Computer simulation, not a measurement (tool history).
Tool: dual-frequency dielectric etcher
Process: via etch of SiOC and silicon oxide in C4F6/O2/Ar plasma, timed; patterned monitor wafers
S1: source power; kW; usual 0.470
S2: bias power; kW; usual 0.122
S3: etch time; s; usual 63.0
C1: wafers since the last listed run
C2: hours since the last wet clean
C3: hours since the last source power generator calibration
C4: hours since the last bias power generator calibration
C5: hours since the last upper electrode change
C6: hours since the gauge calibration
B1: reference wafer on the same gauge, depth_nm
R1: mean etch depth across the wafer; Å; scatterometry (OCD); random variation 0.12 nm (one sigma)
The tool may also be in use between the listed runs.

run     day     S1     S2    S3   C1     C2      C3      C4      C5     C6    B1   R1
  1   0.000  0.470  0.122  63.0    0  261.4  2280.6  2975.4  3154.0  559.0  69.5  645
      0.204  -- gauge calibrated
  2   1.046  0.370  0.122  63.0  328  286.5  2305.7  3000.5  3179.1   20.2  69.5  545
      2.762  -- wet clean of the chamber
  3   2.783  0.470  0.122  48.0  231    0.5  2347.4  3042.2  3220.8   61.9  69.5  496
  4   3.321  0.470  0.122  48.0  168   13.4  2360.3  3055.1  3233.7   74.8  69.5  496
  5   4.071  0.470  0.122  48.0  235   31.4  2378.3  3073.1  3251.7   92.8  69.5  493
  6   4.704  0.470  0.113  63.0  199   46.6  2393.5  3088.3  3266.9  108.0  69.5  640
  7   5.450  0.470  0.122  73.0  234   64.5  2411.4  3106.2  3284.8  125.9  69.5  751
  8   6.400  0.470  0.122  73.0  298   87.3  2434.2  3129.0  3307.6  148.7  69.5  749
  9   7.596  0.450  0.122  63.0  375  116.0  2462.9  3157.7  3336.3  177.4  69.5  627
 10   8.504  0.450  0.122  63.0  285  137.8  2484.7  3179.5  3358.1  199.2  69.5  624
 11   9.029  0.450  0.122  63.0  164  150.4  2497.3  3192.1  3370.7  211.8  69.5  626
 12  10.196  0.540  0.122  63.0  366  178.4  2525.3  3220.1  3398.7  239.8  69.5  699
 13  11.238  0.540  0.122  63.0  327  203.4  2550.3  3245.1  3423.7  264.8  69.5  698
     13.196  -- bias power generator calibrated
     13.346  -- upper electrode replaced
 14  13.367  0.380  0.122  63.0  569  254.5  2601.4     4.1     0.5  315.9  69.5  551
 15  13.858  0.470  0.122  53.0  154  266.3  2613.2    15.9    12.3  327.7  69.5  535
 16  14.375  0.560  0.142  45.0  162  278.7  2625.6    28.3    24.7  340.1  69.5  523
     16.083  -- wet clean of the chamber
 17  17.442  0.420  0.122  58.0  649   32.6  2699.2   101.9    98.3  413.7  69.5  550
     17.950  -- source power generator calibrated
 18  18.042  0.470  0.122  63.0  136   47.0     2.2   116.3   112.7  428.1  69.5  665
 19  19.275  0.350  0.133  77.0  387   76.6    31.8   145.9   142.3  457.7  69.5  672
 20  20.767  0.470  0.105  63.0  468  112.4    67.6   181.7   178.1  493.5  69.5  644
     21.408  -- gauge calibrated
 21  21.550  0.470  0.122  63.0  246  131.2    86.4   200.5   196.9    3.4  69.5  662
 22  22.725  0.530  0.144  68.0  369  159.4   114.6   228.7   225.1   31.6  69.5  800
 23  23.971  0.410  0.122  63.0  391  189.3   144.5   258.6   255.0   61.5  69.5  603
 24  25.092  0.470  0.122  63.0  352  216.2   171.4   285.5   281.9   88.4  69.5  660
 25  26.433  0.450  0.122  63.0  421  248.4   203.6   317.7   314.1  120.6  69.5  641
 26  27.908  0.390  0.101  57.0  463  283.8   239.0   353.1   349.5  156.0  69.5  503
 27  28.692  0.540  0.134  78.0  246  302.6   257.8   371.9   368.3  174.8  69.5  904
 28  29.725  0.470  0.122  63.0  324  327.4   282.6   396.7   393.1  199.6  69.5  656
     31.112  -- wet clean of the chamber
 29  31.133  0.470  0.122  63.0  128    0.5   316.4   430.5   426.9  233.4  69.5  667

5 ways to go on from here, each from the tool as it stands after run 29. What would each give?
  A  31.150  0.520  0.122  63.0   5  0.9  316.8  430.9  427.3  233.8   ?   ?
  B  31.150  0.560  0.104  76.5   5  0.9  316.8  430.9  427.3  233.8   ?   ?
  C  31.150  0.530  0.103  78.0   5  0.9  316.8  430.9  427.3  233.8   ?   ?
  D  31.150  0.540  0.110  48.5   5  0.9  316.8  430.9  427.3  233.8   ?   ?
  E  31.150  0.470  0.122  55.5   5  0.9  316.8  430.9  427.3  233.8   ?   ?

run    B1   R1
  A  69.5  711
  B  69.5  873
  C  69.5  860
  D  69.5  548
  E  69.5  588
Without the tool's hidden state the same runs would have given:
run   R1
  A  710
  B  872
  C  858
  D  547
  E  587
